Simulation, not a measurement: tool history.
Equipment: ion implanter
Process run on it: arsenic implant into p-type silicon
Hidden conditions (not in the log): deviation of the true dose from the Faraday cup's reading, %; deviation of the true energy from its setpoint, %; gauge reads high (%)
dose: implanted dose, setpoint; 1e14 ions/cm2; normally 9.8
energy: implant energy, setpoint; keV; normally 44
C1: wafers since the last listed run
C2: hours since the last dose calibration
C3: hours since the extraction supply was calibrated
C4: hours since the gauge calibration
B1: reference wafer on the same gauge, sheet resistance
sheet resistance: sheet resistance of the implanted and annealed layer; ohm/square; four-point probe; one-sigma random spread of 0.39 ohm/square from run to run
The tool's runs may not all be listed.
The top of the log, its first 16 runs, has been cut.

run 17 day=58.212 | dose=8.64 energy=53 | C1=3310 C2=422.9 C3=3413.5 C4=1058.1 | B1=96.16 | sheet_resistance=118.72
run 18 day=61.633 | dose=11.25 energy=57 | C1=2659 C2=505 C3=3495.6 C4=1140.2 | B1=96 | sheet_resistance=97.53
-- day=63.762 extraction supply calibrated
run 19 day=65.904 | dose=11.06 energy=39 | C1=3061 C2=607.5 C3=51.4 C4=1242.7 | B1=95.82 | sheet_resistance=104.88
run 20 day=69.467 | dose=9.8 energy=59 | C1=2769 C2=693 C3=136.9 C4=1328.2 | B1=95.62 | sheet_resistance=106.68
run 21 day=71.35 | dose=12.56 energy=56.5 | C1=1464 C2=738.2 C3=182.1 C4=1373.4 | B1=95.57 | sheet_resistance=89.24
run 22 day=74.504 | dose=9.8 energy=44 | C1=2452 C2=813.9 C3=257.8 C4=1449.1 | B1=95.41 | sheet_resistance=110.53
-- day=75.658 Faraday cup replaced and dose calibrated
run 23 day=76.179 | dose=9.8 energy=44 | C1=1043 C2=12.5 C3=298 C4=1489.3 | B1=95.37 | sheet_resistance=111.3
run 24 day=79.754 | dose=7.24 energy=44 | C1=2779 C2=98.3 C3=383.8 C4=1575.1 | B1=95.28 | sheet_resistance=139.07
run 25 day=83.871 | dose=9.8 energy=30 | C1=3200 C2=197.1 C3=482.6 C4=1673.9 | B1=95.05 | sheet_resistance=117.05
-- day=95.408 gauge calibrated
run 26 day=96.433 | dose=9.8 energy=44 | C1=9766 C2=498.6 C3=784.1 C4=24.6 | B1=98.49 | sheet_resistance=114.58
run 27 day=98.071 | dose=9.8 energy=52.5 | C1=1273 C2=537.9 C3=823.4 C4=63.9 | B1=98.41 | sheet_resistance=111.34
run 28 day=99.721 | dose=10.63 energy=57 | C1=1282 C2=577.5 C3=863 C4=103.5 | B1=98.29 | sheet_resistance=103.72
run 29 day=103.342 | dose=9.8 energy=44 | C1=2814 C2=664.4 C3=949.9 C4=190.4 | B1=98.12 | sheet_resistance=114.86
run 30 day=107.308 | dose=11.46 energy=38.5 | C1=3083 C2=759.6 C3=1045.1 C4=285.6 | B1=97.96 | sheet_resistance=105.01
-- day=110.371 Faraday cup replaced and dose calibrated
run 31 day=111.217 | dose=9.8 energy=56.5 | C1=2779 C2=20.3 C3=1138.9 C4=379.4 | B1=97.82 | sheet_resistance=109.78
run 32 day=113.967 | dose=9.8 energy=56 | C1=2137 C2=86.3 C3=1204.9 C4=445.4 | B1=97.67 | sheet_resistance=110.17
run 33 day=117.254 | dose=6.92 energy=36.5 | C1=2555 C2=165.2 C3=1283.8 C4=524.3 | B1=97.42 | sheet_resistance=149.96
run 34 day=121.192 | dose=9.8 energy=48 | C1=3061 C2=259.7 C3=1378.3 C4=618.8 | B1=97.33 | sheet_resistance=111.91
run 35 day=123.55 | dose=11.61 energy=32 | C1=1833 C2=316.3 C3=1434.9 C4=675.4 | B1=97.22 | sheet_resistance=105.82
run 36 day=127.333 | dose=9.8 energy=55 | C1=2941 C2=407.1 C3=1525.7 C4=766.2 | B1=97.05 | sheet_resistance=109.61

Forecast each of these 5 alternatives for the next run:
run A day=127.35 | dose=9.8 energy=44 | C1=12 C2=407.5 C3=1526.1 C4=766.6 | B1=? | sheet_resistance=?
run B day=127.35 | dose=7.06 energy=34 | C1=12 C2=407.5 C3=1526.1 C4=766.6 | B1=? | sheet_resistance=?
run C day=127.35 | dose=8.92 energy=55 | C1=12 C2=407.5 C3=1526.1 C4=766.6 | B1=? | sheet_resistance=?
run D day=127.35 | dose=8.66 energy=51.5 | C1=12 C2=407.5 C3=1526.1 C4=766.6 | B1=? | sheet_resistance=?
run E day=127.35 | dose=10.87 energy=56.5 | C1=12 C2=407.5 C3=1526.1 C4=766.6 | B1=? | sheet_resistance=?

run=A B1=97.05 sheet_resistance=113.73
run=B B1=97.05 sheet_resistance=149.9
run=C B1=97.05 sheet_resistance=117.69
run=D B1=97.05 sheet_resistance=121.48
run=E B1=97.05 sheet_resistance=101.35
Had the tool no hidden state, the same runs would have come out as:
run=A sheet_resistance=114.85
run=B sheet_resistance=151.38
run=C sheet_resistance=118.85
run=D sheet_resistance=122.68
run=E sheet_resistance=102.35
